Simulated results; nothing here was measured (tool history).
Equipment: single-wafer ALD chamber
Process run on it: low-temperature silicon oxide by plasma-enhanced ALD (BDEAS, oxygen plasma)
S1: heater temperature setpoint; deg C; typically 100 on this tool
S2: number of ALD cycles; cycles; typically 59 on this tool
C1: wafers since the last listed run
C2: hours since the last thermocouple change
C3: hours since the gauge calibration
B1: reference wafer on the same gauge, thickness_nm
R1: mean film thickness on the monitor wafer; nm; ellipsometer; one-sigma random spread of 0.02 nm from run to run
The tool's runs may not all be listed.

run    hour   S1  S2   C1      C2      C3     B1     R1
  1     0.0  100  59    0   350.1   133.2  6.915  7.800
  2   240.4  100  59  736   590.5   373.6  6.907  7.776
  3   323.8  100  59  255   673.9   457.0  6.910  7.777
  4   412.2  100  68  270   762.3   545.4  6.907  8.952
  5   485.2  100  68  223   835.3   618.4  6.906  8.932
  6   523.8  100  59  118   873.9   657.0  6.914  7.793
  7   623.4  100  59  305   973.5   756.6  6.908  7.734
  8   913.4  100  59  888  1263.5  1046.6  6.912  7.769
  9   993.4  100  59  245  1343.5  1126.6  6.908  7.751
 10  1082.5  100  59  272  1432.6  1215.7  6.915  7.705
 11  1123.6  100  59  125  1473.7  1256.8  6.913  7.738
     1132.7  -- thermocouple changed; heater temperature recalibrated
 12  1215.8  100  59  257    83.1  1349.0  6.915  7.777
 13  1323.0  100  56  328   190.3  1456.2  6.908  7.404
 14  1369.5  100  56  142   236.8  1502.7  6.916  7.389
 15  1422.6  104  59  162   289.9  1555.8  6.909  7.739
 16  1489.9  100  59  206   357.2  1623.1  6.907  7.824
 17  1554.0   96  54  196   421.3  1687.2  6.902  7.188
 18  1610.7  100  59  173   478.0  1743.9  6.903  7.798
 19  1772.0  100  59  494   639.3  1905.2  6.914  7.762
     1830.5  -- gauge calibrated
 20  1927.8  111  48  477   795.1    97.3  6.906  6.220
 21  2020.9  100  59  285   888.2   190.4  6.910  7.806
 22  2082.6  105  68  189   949.9   252.1  6.907  8.931
 23  2138.7  111  59  171  1006.0   308.2  6.908  7.611
 24  2197.1  108  62  178  1064.4   366.6  6.915  8.058
 25  2285.2  100  59  269  1152.5   454.7  6.908  7.730
 26  2321.6  100  59  111  1188.9   491.1  6.913  7.762
 27  2359.1  113  67  114  1226.4   528.6  6.908  8.611
 28  2418.5  100  54  181  1285.8   588.0  6.910  7.108
 29  2481.1  111  54  191  1348.4   650.6  6.904  6.976
     2527.2  -- thermocouple changed; heater temperature recalibrated
 30  2527.7   86  66  118     0.5   697.2  6.903  9.107
 31  2593.4  112  65  201    66.2   762.9  6.909  8.410
 32  2632.4  110  59  119   105.2   801.9  6.907  7.688
 33  2703.3   85  69  217   176.1   872.8  6.909  9.572
 34  2761.0  100  59  176   233.8   930.5  6.914  7.848
 35  2798.3  100  59  114   271.1   967.8  6.904  7.801

Consider 5 possible next runs. They are alternatives, not a sequence: every one starts from the tool as it was left by run 35. What does each give?
  A  2798.8  100  59   1  271.6  968.3   ?   ?
  B  2798.8  106  51   1  271.6  968.3   ?   ?
  C  2798.8  110  51   1  271.6  968.3   ?   ?
  D  2798.8   91  65   1  271.6  968.3   ?   ?
  E  2798.8   91  67   1  271.6  968.3   ?   ?

run     B1     R1
  A  6.907  7.790
  B  6.907  6.669
  C  6.907  6.626
  D  6.907  8.811
  E  6.907  9.083
Stripped of hidden state, with their random variation kept, the same runs would have yielded:
run     R1
  A  7.805
  B  6.682
  C  6.639
  D  8.845
  E  9.117
